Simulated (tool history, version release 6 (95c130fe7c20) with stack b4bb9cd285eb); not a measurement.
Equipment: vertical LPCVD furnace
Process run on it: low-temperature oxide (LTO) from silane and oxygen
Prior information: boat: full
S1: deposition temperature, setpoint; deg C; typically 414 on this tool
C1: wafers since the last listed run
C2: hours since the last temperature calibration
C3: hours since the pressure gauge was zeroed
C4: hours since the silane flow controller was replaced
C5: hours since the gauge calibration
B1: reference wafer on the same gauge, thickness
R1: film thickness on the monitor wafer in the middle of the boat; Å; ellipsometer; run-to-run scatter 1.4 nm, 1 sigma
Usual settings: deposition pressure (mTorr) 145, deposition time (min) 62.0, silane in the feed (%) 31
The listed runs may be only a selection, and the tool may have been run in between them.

{"run": 1, "day": 0.0, "S1": 414, "deposition pressure (mTorr)": 145, "deposition time (min)": 62.0, "silane in the feed (%)": 31, "C1": 0, "C2": 2972.2, "C3": 1050.5, "C4": 4021.3, "C5": 1172.5, "B1": 359.05, "R1": 3073.7}
{"run": 2, "day": 2.946, "S1": 414, "deposition pressure (mTorr)": 145, "deposition time (min)": 62.0, "silane in the feed (%)": 31, "C1": 646, "C2": 3042.9, "C3": 1121.2, "C4": 4092.0, "C5": 1243.2, "B1": 358.58, "R1": 3045.8}
{"run": 3, "day": 5.975, "S1": 414, "deposition pressure (mTorr)": 145, "deposition time (min)": 62.0, "silane in the feed (%)": 31, "C1": 664, "C2": 3115.6, "C3": 1193.9, "C4": 4164.7, "C5": 1315.9, "B1": 359.03, "R1": 3039.0}
{"run": 4, "day": 8.146, "S1": 414, "deposition pressure (mTorr)": 145, "deposition time (min)": 62.0, "silane in the feed (%)": 31, "C1": 476, "C2": 3167.7, "C3": 1246.0, "C4": 4216.8, "C5": 1368.0, "B1": 359.68, "R1": 3058.4}
{"run": 5, "day": 10.138, "S1": 414, "deposition pressure (mTorr)": 145, "deposition time (min)": 62.0, "silane in the feed (%)": 31, "C1": 436, "C2": 3215.5, "C3": 1293.8, "C4": 4264.6, "C5": 1415.8, "B1": 359.12, "R1": 3081.1}
{"run": 6, "day": 14.242, "S1": 414, "deposition pressure (mTorr)": 145, "deposition time (min)": 62.0, "silane in the feed (%)": 34, "C1": 900, "C2": 3314.0, "C3": 1392.3, "C4": 4363.1, "C5": 1514.3, "B1": 358.42, "R1": 3493.9}
{"run": 7, "day": 17.412, "S1": 414, "deposition pressure (mTorr)": 145, "deposition time (min)": 62.0, "silane in the feed (%)": 29, "C1": 695, "C2": 3390.1, "C3": 1468.4, "C4": 4439.2, "C5": 1590.4, "B1": 358.95, "R1": 2750.1}
{"run": 8, "day": 20.458, "S1": 414, "deposition pressure (mTorr)": 145, "deposition time (min)": 62.0, "silane in the feed (%)": 31, "C1": 667, "C2": 3463.2, "C3": 1541.5, "C4": 4512.3, "C5": 1663.5, "B1": 358.82, "R1": 3058.8}
{"run": 9, "day": 24.204, "S1": 414, "deposition pressure (mTorr)": 145, "deposition time (min)": 62.0, "silane in the feed (%)": 31, "C1": 821, "C2": 3553.1, "C3": 1631.4, "C4": 4602.2, "C5": 1753.4, "B1": 359.21, "R1": 3055.8}
{"run": 10, "day": 25.838, "S1": 414, "deposition pressure (mTorr)": 145, "deposition time (min)": 62.0, "silane in the feed (%)": 31, "C1": 358, "C2": 3592.3, "C3": 1670.6, "C4": 4641.4, "C5": 1792.6, "B1": 358.66, "R1": 3047.0}
{"run": 11, "day": 29.217, "S1": 414, "deposition pressure (mTorr)": 145, "deposition time (min)": 44.0, "silane in the feed (%)": 31, "C1": 741, "C2": 3673.4, "C3": 1751.7, "C4": 4722.5, "C5": 1873.7, "B1": 358.9, "R1": 2159.1}
{"run": 12, "day": 33.054, "S1": 414, "deposition pressure (mTorr)": 145, "deposition time (min)": 44.0, "silane in the feed (%)": 31, "C1": 841, "C2": 3765.5, "C3": 1843.8, "C4": 4814.6, "C5": 1965.8, "B1": 358.86, "R1": 2151.3}
{"run": 13, "day": 36.092, "S1": 414, "deposition pressure (mTorr)": 145, "deposition time (min)": 62.0, "silane in the feed (%)": 31, "C1": 666, "C2": 3838.4, "C3": 1916.7, "C4": 4887.5, "C5": 2038.7, "B1": 359.85, "R1": 3011.7}
{"run": 14, "day": 44.012, "S1": 414, "deposition pressure (mTorr)": 145, "deposition time (min)": 62.0, "silane in the feed (%)": 31, "C1": 1737, "C2": 4028.5, "C3": 2106.8, "C4": 5077.6, "C5": 2228.8, "B1": 359.31, "R1": 3041.8}
{"run": 15, "day": 54.475, "S1": 414, "deposition pressure (mTorr)": 145, "deposition time (min)": 62.0, "silane in the feed (%)": 31, "C1": 2294, "C2": 4279.6, "C3": 2357.9, "C4": 5328.7, "C5": 2479.9, "B1": 359.67, "R1": 3011.3}
{"day": 56.983, "done": "gauge calibrated"}
{"day": 57.421, "done": "thermocouples replaced and temperature profile calibrated"}
{"run": 16, "day": 57.442, "S1": 414, "deposition pressure (mTorr)": 145, "deposition time (min)": 47.5, "silane in the feed (%)": 34, "C1": 431, "C2": 0.5, "C3": 2429.1, "C4": 5399.9, "C5": 11.0, "B1": 358.77, "R1": 2613.8}
{"run": 17, "day": 59.771, "S1": 426, "deposition pressure (mTorr)": 135, "deposition time (min)": 62.0, "silane in the feed (%)": 31, "C1": 510, "C2": 56.4, "C3": 2485.0, "C4": 5455.8, "C5": 66.9, "B1": 359.42, "R1": 3202.1}
{"run": 18, "day": 62.729, "S1": 423, "deposition pressure (mTorr)": 145, "deposition time (min)": 62.0, "silane in the feed (%)": 31, "C1": 648, "C2": 127.4, "C3": 2556.0, "C4": 5526.8, "C5": 137.9, "B1": 358.7, "R1": 3310.3}
{"run": 19, "day": 66.092, "S1": 414, "deposition pressure (mTorr)": 145, "deposition time (min)": 62.0, "silane in the feed (%)": 33, "C1": 737, "C2": 208.1, "C3": 2636.7, "C4": 5607.5, "C5": 218.6, "B1": 358.94, "R1": 3262.9}
{"run": 20, "day": 68.738, "S1": 414, "deposition pressure (mTorr)": 145, "deposition time (min)": 44.0, "silane in the feed (%)": 31, "C1": 580, "C2": 271.6, "C3": 2700.2, "C4": 5671.0, "C5": 282.1, "B1": 358.79, "R1": 2111.7}
{"day": 73.233, "done": "silane flow controller replaced"}
{"day": 75.212, "done": "pressure gauge zeroed"}
{"run": 21, "day": 77.588, "S1": 414, "deposition pressure (mTorr)": 145, "deposition time (min)": 62.0, "silane in the feed (%)": 31, "C1": 1502, "C2": 484.0, "C3": 57.0, "C4": 104.5, "C5": 494.5, "B1": 359.0, "R1": 3045.4}
{"run": 22, "day": 81.429, "S1": 419, "deposition pressure (mTorr)": 170, "deposition time (min)": 62.0, "silane in the feed (%)": 31, "C1": 842, "C2": 576.2, "C3": 149.2, "C4": 196.7, "C5": 586.7, "B1": 359.2, "R1": 3804.9}
{"run": 23, "day": 84.371, "S1": 407, "deposition pressure (mTorr)": 145, "deposition time (min)": 78.0, "silane in the feed (%)": 34, "C1": 645, "C2": 646.8, "C3": 219.8, "C4": 267.3, "C5": 657.3, "B1": 358.55, "R1": 4060.5}
{"run": 24, "day": 88.671, "S1": 414, "deposition pressure (mTorr)": 145, "deposition time (min)": 62.0, "silane in the feed (%)": 31, "C1": 943, "C2": 750.0, "C3": 323.0, "C4": 370.5, "C5": 760.5, "B1": 358.79, "R1": 3068.9}
{"run": 25, "day": 91.762, "S1": 410, "deposition pressure (mTorr)": 145, "deposition time (min)": 62.0, "silane in the feed (%)": 31, "C1": 678, "C2": 824.2, "C3": 397.2, "C4": 444.7, "C5": 834.7, "B1": 359.15, "R1": 2926.6}
{"run": 26, "day": 94.217, "S1": 423, "deposition pressure (mTorr)": 135, "deposition time (min)": 38.5, "silane in the feed (%)": 31, "C1": 538, "C2": 883.1, "C3": 456.1, "C4": 503.6, "C5": 893.6, "B1": 358.91, "R1": 1966.3}
{"run": 27, "day": 96.138, "S1": 414, "deposition pressure (mTorr)": 145, "deposition time (min)": 62.0, "silane in the feed (%)": 37, "C1": 421, "C2": 929.2, "C3": 502.2, "C4": 549.7, "C5": 939.7, "B1": 358.73, "R1": 3906.3}
{"run": 28, "day": 98.288, "S1": 414, "deposition pressure (mTorr)": 145, "deposition time (min)": 38.5, "silane in the feed (%)": 31, "C1": 471, "C2": 980.8, "C3": 553.8, "C4": 601.3, "C5": 991.3, "B1": 358.8, "R1": 1924.1}
{"run": 29, "day": 102.05, "S1": 414, "deposition pressure (mTorr)": 145, "deposition time (min)": 62.0, "silane in the feed (%)": 31, "C1": 825, "C2": 1071.1, "C3": 644.1, "C4": 691.6, "C5": 1081.6, "B1": 359.37, "R1": 3090.6}

Below are 5 alternative next runs, each starting from the tool's condition after run 29. Predict each:
{"run": "A", "day": 102.229, "S1": 414, "deposition pressure (mTorr)": 145, "deposition time (min)": 62.0, "silane in the feed (%)": 35, "C1": 39, "C2": 1075.4, "C3": 648.4, "C4": 695.9, "C5": 1085.9, "B1": "?", "R1": "?"}
{"run": "B", "day": 102.229, "S1": 419, "deposition pressure (mTorr)": 145, "deposition time (min)": 62.0, "silane in the feed (%)": 31, "C1": 39, "C2": 1075.4, "C3": 648.4, "C4": 695.9, "C5": 1085.9, "B1": "?", "R1": "?"}
{"run": "C", "day": 102.229, "S1": 414, "deposition pressure (mTorr)": 145, "deposition time (min)": 62.0, "silane in the feed (%)": 28, "C1": 39, "C2": 1075.4, "C3": 648.4, "C4": 695.9, "C5": 1085.9, "B1": "?", "R1": "?"}
{"run": "D", "day": 102.229, "S1": 414, "deposition pressure (mTorr)": 175, "deposition time (min)": 62.0, "silane in the feed (%)": 31, "C1": 39, "C2": 1075.4, "C3": 648.4, "C4": 695.9, "C5": 1085.9, "B1": "?", "R1": "?"}
{"run": "E", "day": 102.229, "S1": 414, "deposition pressure (mTorr)": 135, "deposition time (min)": 62.0, "silane in the feed (%)": 36, "C1": 39, "C2": 1075.4, "C3": 648.4, "C4": 695.9, "C5": 1085.9, "B1": "?", "R1": "?"}

run=A B1=358.55 R1=3649.8
run=B B1=358.55 R1=3274.7
run=C B1=358.55 R1=2675.4
run=D B1=358.55 R1=3728.6
run=E B1=358.55 R1=3527.1
What these runs would have given with no unlogged condition in the tool:
run=A R1=3598.3
run=B R1=3229.3
run=C R1=2639.0
run=D R1=3687.1
run=E R1=3473.0
